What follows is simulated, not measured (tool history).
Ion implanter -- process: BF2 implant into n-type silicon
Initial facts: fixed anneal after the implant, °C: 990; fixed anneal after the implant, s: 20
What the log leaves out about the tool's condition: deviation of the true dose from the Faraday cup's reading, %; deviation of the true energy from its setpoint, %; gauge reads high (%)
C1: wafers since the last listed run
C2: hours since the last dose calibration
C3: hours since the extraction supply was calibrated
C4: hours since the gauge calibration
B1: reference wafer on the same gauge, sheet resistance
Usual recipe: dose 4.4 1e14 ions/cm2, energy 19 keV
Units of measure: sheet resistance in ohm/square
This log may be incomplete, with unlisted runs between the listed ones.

{"run": 1, "hour": 0.0, "dose": 4.4, "energy": 19, "C1": 0, "C2": 1084.7, "C3": 4319.4, "C4": 684, "B1": 269.19, "sheet resistance": 283.6}
{"run": 2, "hour": 83.9, "dose": 4.4, "energy": 19, "C1": 1490, "C2": 1168.6, "C3": 4403.3, "C4": 767.9, "B1": 268.95, "sheet resistance": 281.02}
{"hour": 147.6, "done": "Faraday cup replaced and dose calibrated"}
{"run": 3, "hour": 149.2, "dose": 5.17, "energy": 19, "C1": 1018, "C2": 1.6, "C3": 4468.6, "C4": 833.2, "B1": 269.14, "sheet resistance": 246.93}
{"run": 4, "hour": 211.2, "dose": 5.17, "energy": 19, "C1": 1101, "C2": 63.6, "C3": 4530.6, "C4": 895.2, "B1": 269.14, "sheet resistance": 252.06}
{"run": 5, "hour": 245.8, "dose": 3.74, "energy": 19, "C1": 614, "C2": 98.2, "C3": 4565.2, "C4": 929.8, "B1": 269.02, "sheet resistance": 306}
{"run": 6, "hour": 274.3, "dose": 4.4, "energy": 19, "C1": 506, "C2": 126.7, "C3": 4593.7, "C4": 958.3, "B1": 269.48, "sheet resistance": 276.82}
{"run": 7, "hour": 328.8, "dose": 4.4, "energy": 19, "C1": 968, "C2": 181.2, "C3": 4648.2, "C4": 1012.8, "B1": 269.47, "sheet resistance": 274.36}
{"run": 8, "hour": 372.5, "dose": 4.4, "energy": 19, "C1": 776, "C2": 224.9, "C3": 4691.9, "C4": 1056.5, "B1": 269.33, "sheet resistance": 277.35}
{"run": 9, "hour": 418.7, "dose": 4.4, "energy": 19, "C1": 820, "C2": 271.1, "C3": 4738.1, "C4": 1102.7, "B1": 269.09, "sheet resistance": 275.32}
{"run": 10, "hour": 463.7, "dose": 4.4, "energy": 19, "C1": 799, "C2": 316.1, "C3": 4783.1, "C4": 1147.7, "B1": 268.98, "sheet resistance": 276.39}
{"run": 11, "hour": 530.3, "dose": 4.4, "energy": 19, "C1": 1183, "C2": 382.7, "C3": 4849.7, "C4": 1214.3, "B1": 268.41, "sheet resistance": 280.71}
{"run": 12, "hour": 562.6, "dose": 4.4, "energy": 19, "C1": 573, "C2": 415, "C3": 4882, "C4": 1246.6, "B1": 268.83, "sheet resistance": 278.15}
{"run": 13, "hour": 618.7, "dose": 4.4, "energy": 19, "C1": 996, "C2": 471.1, "C3": 4938.1, "C4": 1302.7, "B1": 269.18, "sheet resistance": 281.8}
{"run": 14, "hour": 684.1, "dose": 4.4, "energy": 19, "C1": 1162, "C2": 536.5, "C3": 5003.5, "C4": 1368.1, "B1": 268.39, "sheet resistance": 279.04}
{"run": 15, "hour": 722.3, "dose": 4.4, "energy": 19, "C1": 678, "C2": 574.7, "C3": 5041.7, "C4": 1406.3, "B1": 269.15, "sheet resistance": 280.1}
{"run": 16, "hour": 769.6, "dose": 4.4, "energy": 19, "C1": 840, "C2": 622, "C3": 5089, "C4": 1453.6, "B1": 268.83, "sheet resistance": 281.31}
{"run": 17, "hour": 805.1, "dose": 5.44, "energy": 19, "C1": 630, "C2": 657.5, "C3": 5124.5, "C4": 1489.1, "B1": 268.74, "sheet resistance": 245.51}
{"run": 18, "hour": 845.6, "dose": 5.44, "energy": 19, "C1": 719, "C2": 698, "C3": 5165, "C4": 1529.6, "B1": 269.14, "sheet resistance": 248.26}
{"run": 19, "hour": 911.9, "dose": 3.7, "energy": 19, "C1": 1178, "C2": 764.3, "C3": 5231.3, "C4": 1595.9, "B1": 269.22, "sheet resistance": 317.44}
{"hour": 938.5, "done": "gauge calibrated"}
{"run": 20, "hour": 970.9, "dose": 3.66, "energy": 19, "C1": 1048, "C2": 823.3, "C3": 5290.3, "C4": 32.4, "B1": 268.92, "sheet resistance": 317.5}
{"run": 21, "hour": 1032.7, "dose": 5.57, "energy": 24.5, "C1": 1098, "C2": 885.1, "C3": 5352.1, "C4": 94.2, "B1": 268.74, "sheet resistance": 227.43}
{"run": 22, "hour": 1102.6, "dose": 5.61, "energy": 16.5, "C1": 1242, "C2": 955, "C3": 5422, "C4": 164.1, "B1": 268.79, "sheet resistance": 253}
{"hour": 1150.6, "done": "extraction supply calibrated"}
{"run": 23, "hour": 1151.1, "dose": 4.4, "energy": 19, "C1": 719, "C2": 1003.5, "C3": 0.5, "C4": 212.6, "B1": 268.37, "sheet resistance": 281.18}
{"run": 24, "hour": 1200.8, "dose": 5.37, "energy": 15.5, "C1": 883, "C2": 1053.2, "C3": 50.2, "C4": 262.3, "B1": 269.18, "sheet resistance": 262.88}
{"run": 25, "hour": 1239.4, "dose": 3.77, "energy": 21, "C1": 685, "C2": 1091.8, "C3": 88.8, "C4": 300.9, "B1": 268.81, "sheet resistance": 312.39}
{"hour": 1257.3, "done": "Faraday cup replaced and dose calibrated"}
{"run": 26, "hour": 1308.9, "dose": 4.4, "energy": 17, "C1": 1092, "C2": 51.6, "C3": 158.3, "C4": 370.4, "B1": 269.36, "sheet resistance": 280.07}
{"run": 27, "hour": 1361.7, "dose": 5.68, "energy": 23, "C1": 938, "C2": 104.4, "C3": 211.1, "C4": 423.2, "B1": 268.97, "sheet resistance": 223.62}
{"run": 28, "hour": 1407.2, "dose": 5.37, "energy": 15.5, "C1": 808, "C2": 149.9, "C3": 256.6, "C4": 468.7, "B1": 269.08, "sheet resistance": 260.3}
{"run": 29, "hour": 1453.8, "dose": 5.44, "energy": 19, "C1": 828, "C2": 196.5, "C3": 303.2, "C4": 515.3, "B1": 269.49, "sheet resistance": 243.95}
{"run": 30, "hour": 1484.3, "dose": 3.81, "energy": 19, "C1": 541, "C2": 227, "C3": 333.7, "C4": 545.8, "B1": 268.42, "sheet resistance": 303.78}
{"run": 31, "hour": 1556.2, "dose": 3.6, "energy": 21.5, "C1": 1277, "C2": 298.9, "C3": 405.6, "C4": 617.7, "B1": 268.99, "sheet resistance": 313.03}
{"run": 32, "hour": 1610.5, "dose": 4.81, "energy": 16.5, "C1": 964, "C2": 353.2, "C3": 459.9, "C4": 672, "B1": 268.74, "sheet resistance": 272.5}
{"run": 33, "hour": 1654.1, "dose": 3.9, "energy": 19, "C1": 774, "C2": 396.8, "C3": 503.5, "C4": 715.6, "B1": 268.85, "sheet resistance": 299.73}
{"run": 34, "hour": 1699.5, "dose": 3.9, "energy": 19, "C1": 806, "C2": 442.2, "C3": 548.9, "C4": 761, "B1": 268.94, "sheet resistance": 302.76}
{"run": 35, "hour": 1734.6, "dose": 4.4, "energy": 19, "C1": 623, "C2": 477.3, "C3": 584, "C4": 796.1, "B1": 269.18, "sheet resistance": 277.81}
{"run": 36, "hour": 1763.1, "dose": 3.72, "energy": 25, "C1": 506, "C2": 505.8, "C3": 612.5, "C4": 824.6, "B1": 268.99, "sheet resistance": 299.1}
{"run": 37, "hour": 1833.5, "dose": 4.4, "energy": 15, "C1": 1250, "C2": 576.2, "C3": 682.9, "C4": 895, "B1": 268.61, "sheet resistance": 292.46}

4 options for the next run, each taken on its own from the tool as it stands now. Forecast them:
{"run": "A", "hour": 1833.9, "dose": 4.77, "energy": 19, "C1": 7, "C2": 576.6, "C3": 683.3, "C4": 895.4, "B1": "?", "sheet resistance": "?"}
{"run": "B", "hour": 1833.9, "dose": 4.73, "energy": 19, "C1": 7, "C2": 576.6, "C3": 683.3, "C4": 895.4, "B1": "?", "sheet resistance": "?"}
{"run": "C", "hour": 1833.9, "dose": 5.4, "energy": 19, "C1": 7, "C2": 576.6, "C3": 683.3, "C4": 895.4, "B1": "?", "sheet resistance": "?"}
{"run": "D", "hour": 1833.9, "dose": 5.35, "energy": 15, "C1": 7, "C2": 576.6, "C3": 683.3, "C4": 895.4, "B1": "?", "sheet resistance": "?"}

run=A B1=269.02 sheet_resistance=264.57
run=B B1=269.02 sheet_resistance=265.95
run=C B1=269.02 sheet_resistance=246.19
run=D B1=269.02 sheet_resistance=265.29
Take away the tool's hidden state, keep each run's random variation, and the runs would have read:
run=A sheet_resistance=259.39
run=B sheet_resistance=260.7
run=C sheet_resistance=241.9
run=D sheet_resistance=261.18

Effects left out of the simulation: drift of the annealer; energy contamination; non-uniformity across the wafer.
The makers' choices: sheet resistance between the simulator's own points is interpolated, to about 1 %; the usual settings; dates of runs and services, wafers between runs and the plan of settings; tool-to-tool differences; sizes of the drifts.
